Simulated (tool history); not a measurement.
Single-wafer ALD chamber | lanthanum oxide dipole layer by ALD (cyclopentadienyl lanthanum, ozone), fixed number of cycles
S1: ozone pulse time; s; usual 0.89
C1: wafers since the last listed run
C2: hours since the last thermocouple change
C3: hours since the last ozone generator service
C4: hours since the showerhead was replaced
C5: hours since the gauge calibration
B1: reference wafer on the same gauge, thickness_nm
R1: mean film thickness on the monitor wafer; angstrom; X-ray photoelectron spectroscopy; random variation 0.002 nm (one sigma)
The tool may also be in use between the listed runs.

{"run": 1, "hour": 0.0, "S1": 0.89, "C1": 0, "C2": 1462.7, "C3": 1369.2, "C4": 5463.2, "C5": 576, "B1": 0.528, "R1": 5.12}
{"run": 2, "hour": 71.5, "S1": 0.89, "C1": 873, "C2": 1534.2, "C3": 1440.7, "C4": 5534.7, "C5": 647.5, "B1": 0.527, "R1": 5.09}
{"run": 3, "hour": 99.1, "S1": 0.73, "C1": 337, "C2": 1561.8, "C3": 1468.3, "C4": 5562.3, "C5": 675.1, "B1": 0.528, "R1": 4.65}
{"run": 4, "hour": 166.6, "S1": 0.73, "C1": 824, "C2": 1629.3, "C3": 1535.8, "C4": 5629.8, "C5": 742.6, "B1": 0.528, "R1": 4.66}
{"run": 5, "hour": 299.8, "S1": 0.89, "C1": 1627, "C2": 1762.5, "C3": 1669, "C4": 5763, "C5": 875.8, "B1": 0.528, "R1": 5.12}
{"run": 6, "hour": 338.9, "S1": 0.89, "C1": 477, "C2": 1801.6, "C3": 1708.1, "C4": 5802.1, "C5": 914.9, "B1": 0.528, "R1": 5.1}
{"run": 7, "hour": 402.2, "S1": 0.89, "C1": 773, "C2": 1864.9, "C3": 1771.4, "C4": 5865.4, "C5": 978.2, "B1": 0.528, "R1": 5.11}
{"run": 8, "hour": 474.1, "S1": 0.89, "C1": 878, "C2": 1936.8, "C3": 1843.3, "C4": 5937.3, "C5": 1050.1, "B1": 0.529, "R1": 5.12}
{"hour": 496.7, "done": "showerhead replaced"}
{"run": 9, "hour": 540.7, "S1": 0.89, "C1": 715, "C2": 2003.4, "C3": 1909.9, "C4": 44, "C5": 1116.7, "B1": 0.528, "R1": 5.11}
{"hour": 606.6, "done": "ozone generator serviced"}
{"run": 10, "hour": 614.5, "S1": 0.89, "C1": 803, "C2": 2077.2, "C3": 7.9, "C4": 117.8, "C5": 1190.5, "B1": 0.528, "R1": 5.11}
{"hour": 639.4, "done": "thermocouple changed; heater temperature recalibrated"}
{"run": 11, "hour": 644.3, "S1": 1.04, "C1": 266, "C2": 4.9, "C3": 37.7, "C4": 147.6, "C5": 1220.3, "B1": 0.528, "R1": 5.41}
{"hour": 735.1, "done": "gauge calibrated"}
{"run": 12, "hour": 842.5, "S1": 1.01, "C1": 2421, "C2": 203.1, "C3": 235.9, "C4": 345.8, "C5": 107.4, "B1": 0.528, "R1": 5.36}
{"run": 13, "hour": 977.7, "S1": 1.15, "C1": 1651, "C2": 338.3, "C3": 371.1, "C4": 481, "C5": 242.6, "B1": 0.529, "R1": 5.58}
{"run": 14, "hour": 1038.9, "S1": 1.19, "C1": 747, "C2": 399.5, "C3": 432.3, "C4": 542.2, "C5": 303.8, "B1": 0.528, "R1": 5.66}
{"run": 15, "hour": 1089.2, "S1": 0.89, "C1": 614, "C2": 449.8, "C3": 482.6, "C4": 592.5, "C5": 354.1, "B1": 0.528, "R1": 5.11}
{"run": 16, "hour": 1125.5, "S1": 0.65, "C1": 443, "C2": 486.1, "C3": 518.9, "C4": 628.8, "C5": 390.4, "B1": 0.528, "R1": 4.33}

Run 17 comes next. What will it give?
{"run": 17, "hour": 1169.4, "S1": 0.89, "C1": 536, "C2": 530, "C3": 562.8, "C4": 672.7, "C5": 434.3, "B1": "?", "R1": "?"}

B1: 0.527
R1: 5.09 angstrom
Without the tool's hidden state the same run would have given R1 5.09 angstrom.

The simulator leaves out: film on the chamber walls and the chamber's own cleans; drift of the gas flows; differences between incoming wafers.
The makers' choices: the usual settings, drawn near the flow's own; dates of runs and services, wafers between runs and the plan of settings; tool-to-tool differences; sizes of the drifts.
